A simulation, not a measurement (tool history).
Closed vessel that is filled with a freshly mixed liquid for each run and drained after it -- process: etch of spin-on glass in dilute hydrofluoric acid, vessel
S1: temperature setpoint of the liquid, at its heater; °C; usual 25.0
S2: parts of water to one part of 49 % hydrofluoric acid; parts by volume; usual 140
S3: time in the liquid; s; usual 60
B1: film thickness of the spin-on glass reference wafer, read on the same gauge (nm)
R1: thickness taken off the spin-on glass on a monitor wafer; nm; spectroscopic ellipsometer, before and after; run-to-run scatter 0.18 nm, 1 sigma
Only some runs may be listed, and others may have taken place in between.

run,hour,S1,S2,S3,B1,R1
1,0.0,23.0,140,35,130.02,10.63
2,9.3,22.0,140,70,130.00,20.58
3,16.1,25.0,140,85,130.00,27.63
4,22.8,25.0,140,85,130.01,27.75
5,29.8,25.0,140,60,129.98,19.77
6,40.0,25.0,140,40,129.97,13.18
7,54.6,25.0,140,40,130.00,13.30
8,70.5,22.5,140,60,130.03,18.06
9,87.2,25.0,160,60,129.95,16.96
10,103.0,25.0,160,60,130.02,16.92
# hour 113.0: hydrofluoric acid flow meter replaced
11,120.0,25.0,190,60,130.01,13.94
12,132.1,25.0,100,60,130.00,29.10
13,149.6,25.0,140,60,129.98,19.95
14,162.9,25.0,140,60,130.02,20.07
# hour 175.7: thermometer replaced
15,176.6,25.0,140,60,129.97,18.78
16,203.4,20.5,85,70,130.01,31.78
17,212.4,25.0,140,75,129.99,23.06
18,225.5,29.0,185,80,130.06,21.06
19,232.9,25.0,140,60,129.97,18.69
20,247.9,22.5,190,30,130.06,5.97
21,254.6,25.0,205,35,129.98,6.98
# hour 257.2: thermometer replaced, repeated, since the last time left the tool worse
22,267.6,25.0,85,60,130.01,37.35
23,274.4,25.0,80,60,129.96,39.81
24,283.3,27.5,175,90,129.98,26.63
# hour 290.3: gauge calibrated
25,294.9,25.0,140,60,129.99,21.29
26,303.1,29.5,170,95,130.02,30.93
27,313.2,23.5,110,30,129.99,13.40
28,328.8,23.5,95,35,130.01,18.27
29,342.4,25.0,140,60,130.00,21.11
30,356.3,25.0,140,90,129.98,32.06
31,374.2,21.5,95,35,130.06,16.58
32,381.0,20.5,210,85,129.99,15.46
33,393.6,25.0,140,60,130.03,20.84
34,403.2,26.5,180,85,129.97,23.69

4 ways to go on from here, each from the tool as it stands after run 34. What would each give?
A,403.9,25.0,140,30,?,?
B,403.9,27.5,140,60,?,?
C,403.9,22.0,140,60,?,?
D,403.9,21.5,140,60,?,?

run,B1,R1
A,129.99,10.44
B,129.99,22.94
C,129.99,18.58
D,129.99,18.22
With no hidden state in the tool, these same runs would have given:
run,R1
A,10.54
B,23.17
C,18.78
D,18.41
